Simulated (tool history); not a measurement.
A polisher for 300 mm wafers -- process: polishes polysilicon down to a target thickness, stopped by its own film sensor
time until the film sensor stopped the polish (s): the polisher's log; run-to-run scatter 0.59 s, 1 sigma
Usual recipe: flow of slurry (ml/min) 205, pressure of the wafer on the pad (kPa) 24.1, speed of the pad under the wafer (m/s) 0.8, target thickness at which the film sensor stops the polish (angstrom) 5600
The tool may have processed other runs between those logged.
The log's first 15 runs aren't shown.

run	day	flow of slurry (ml/min)	pressure of the wafer on the pad (kPa)	speed of the pad under the wafer (m/s)	target thickness at which the film sensor stops the polish (angstrom)	incoming thickness of the incoming film, nm	time until the film sensor stopped the polish (s)
# day 7.771: head pressure recalibrated
16	8.171	205	24.1	0.8	5600	889.3	38.8
# day 8.504: worn pad replaced by a new one
17	8.75	250	24.1	0.8	5600	882.7	32.1
18	9.162	155	16.5	0.8	5080	882.7	57.1
19	9.421	245	22.1	1.08	5600	874.2	28.6
20	9.733	155	29	0.8	4920	875.3	34.6
21	10.271	205	17.9	0.92	5600	881.1	40.3
22	10.596	205	24.1	0.8	5600	877.9	34.2
23	11.1	250	31	0.8	5600	892.4	28.1
24	11.962	205	24.1	1.06	6160	875.6	22.6
25	12.554	205	24.1	0.8	5600	891.7	38
# day 13.033: worn pad replaced by a new one
26	13.05	205	24.1	0.8	5600	881.1	32.5
27	13.671	150	22.1	1	6630	884.6	21.4
# day 13.829: slurry nozzle cleaned
28	14.112	160	24.1	0.8	5150	890.3	39.3
29	14.9	240	24.1	0.8	5030	888.8	40.1
30	15.308	180	24.1	0.8	5600	868.6	33.5
31	15.625	205	24.1	0.8	4950	874.8	40.4
32	16.021	205	24.1	0.8	5600	863.7	32.3
33	16.383	205	24.1	0.8	5600	890.4	34.8

Run 34 has not been measured yet. What should we expect?
# day 17.496: worn pad replaced by a new one
34	17.912	205	24.1	0.8	5600	882.5	?

time until the film sensor stopped the polish (s): 32.1
Take away the tool's hidden state, keep the run-to-run variation as it was, and the same run would have given time until the film sensor stopped the polish (s) 31.9.
